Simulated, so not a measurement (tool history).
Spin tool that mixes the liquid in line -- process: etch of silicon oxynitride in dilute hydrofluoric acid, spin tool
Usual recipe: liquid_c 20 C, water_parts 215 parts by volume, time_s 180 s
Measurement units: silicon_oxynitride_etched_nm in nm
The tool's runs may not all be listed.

run,hour,liquid_c,water_parts,time_s,wafers since the last listed run,hours since the thermometer was replaced,hours since the hydrofluoric acid flow meter was replaced,hours since the gauge calibration,"read-back film thickness of the silicon oxynitride reference wafer, read on the same gauge (nm)",silicon_oxynitride_etched_nm
1,0,20,215,180,0,1992.7,773.6,1204.3,109.969,1.498
2,37.9,20,290,180,240,2030.6,811.5,1242.2,110.001,1.016
3,63.2,20,290,180,160,2055.9,836.8,1267.5,110.009,1.031
4,113.1,20,290,180,316,2105.8,886.7,1317.4,109.953,1.079
5,172.3,20,215,150,375,2165,945.9,1376.6,110.007,1.299
6,218.9,20,215,150,295,2211.6,992.5,1423.2,110.017,1.281
7,279.7,20,215,245,386,2272.4,1053.3,1484,109.995,2.088
8,350.6,20,215,245,450,2343.3,1124.2,1554.9,109.992,2.117
9,387.6,20,215,180,234,2380.3,1161.2,1591.9,109.979,1.56
10,413.2,20,215,180,162,2405.9,1186.8,1617.5,109.98,1.549
# hour 466.1: thermometer replaced
11,473.9,20,215,180,379,7.8,1247.5,1678.2,110.005,1.448
# hour 501.9: gauge calibrated
12,521.7,20,215,250,303,55.6,1295.3,19.8,109.985,1.978
13,567.1,20,215,250,288,101,1340.7,65.2,110.022,2.013
14,600.4,20,215,250,211,134.3,1374,98.5,109.998,2.016
15,635.7,22,215,180,224,169.6,1409.3,133.8,109.984,1.594
16,703.2,20,245,180,428,237.1,1476.8,201.3,110.002,1.28
17,728.2,17,215,140,158,262.1,1501.8,226.3,109.956,0.955
18,783.5,20,215,180,351,317.4,1557.1,281.6,109.985,1.52
19,835.9,23,305,95,332,369.8,1609.5,334,110.018,0.598
20,898.3,20,215,95,396,432.2,1671.9,396.4,109.987,0.8
21,954.9,20,215,180,359,488.8,1728.5,453,110.016,1.501
22,1017.2,20,215,180,395,551.1,1790.8,515.3,109.987,1.488
# hour 1030.6: hydrofluoric acid flow meter replaced
23,1086.4,17,180,235,433,620.3,55.8,584.5,110.001,1.911
24,1130,18.5,130,115,276,663.9,99.4,628.1,110.013,1.458
25,1174.5,20,215,180,282,708.4,143.9,672.6,110.01,1.393
26,1231.8,20,315,255,363,765.7,201.2,729.9,109.965,1.277
27,1263.3,17,105,180,200,797.2,232.7,761.4,109.991,2.666
28,1302.6,23,215,135,249,836.5,272,800.7,110.04,1.236
29,1328,21.5,305,180,161,861.9,297.4,826.1,109.997,1.003
30,1379.6,18,245,265,327,913.5,349,877.7,110,1.607
31,1412.3,18,110,240,207,946.2,381.7,910.4,109.999,3.579
32,1439.2,23,260,110,170,973.1,408.6,937.3,109.989,0.777
33,1577.1,21.5,295,260,875,1111,546.5,1075.2,110.047,1.511

4 ways to go on from here, each from the tool as it stands after run 33. What would each give?
A,1577.6,20,215,180,3,1111.5,547,1075.7,?,?
B,1577.6,17,215,180,3,1111.5,547,1075.7,?,?
C,1577.6,20,160,280,3,1111.5,547,1075.7,?,?
D,1577.6,24.5,215,260,3,1111.5,547,1075.7,?,?

run,"read-back film thickness of the silicon oxynitride reference wafer, read on the same gauge (nm)",silicon_oxynitride_etched_nm
A,109.973,1.444
B,109.973,1.256
C,109.973,3.131
D,109.973,2.549
Stripped of hidden state, with their random variation kept, the same runs would have yielded:
run,silicon_oxynitride_etched_nm
A,1.296
B,1.126
C,2.809
D,2.292
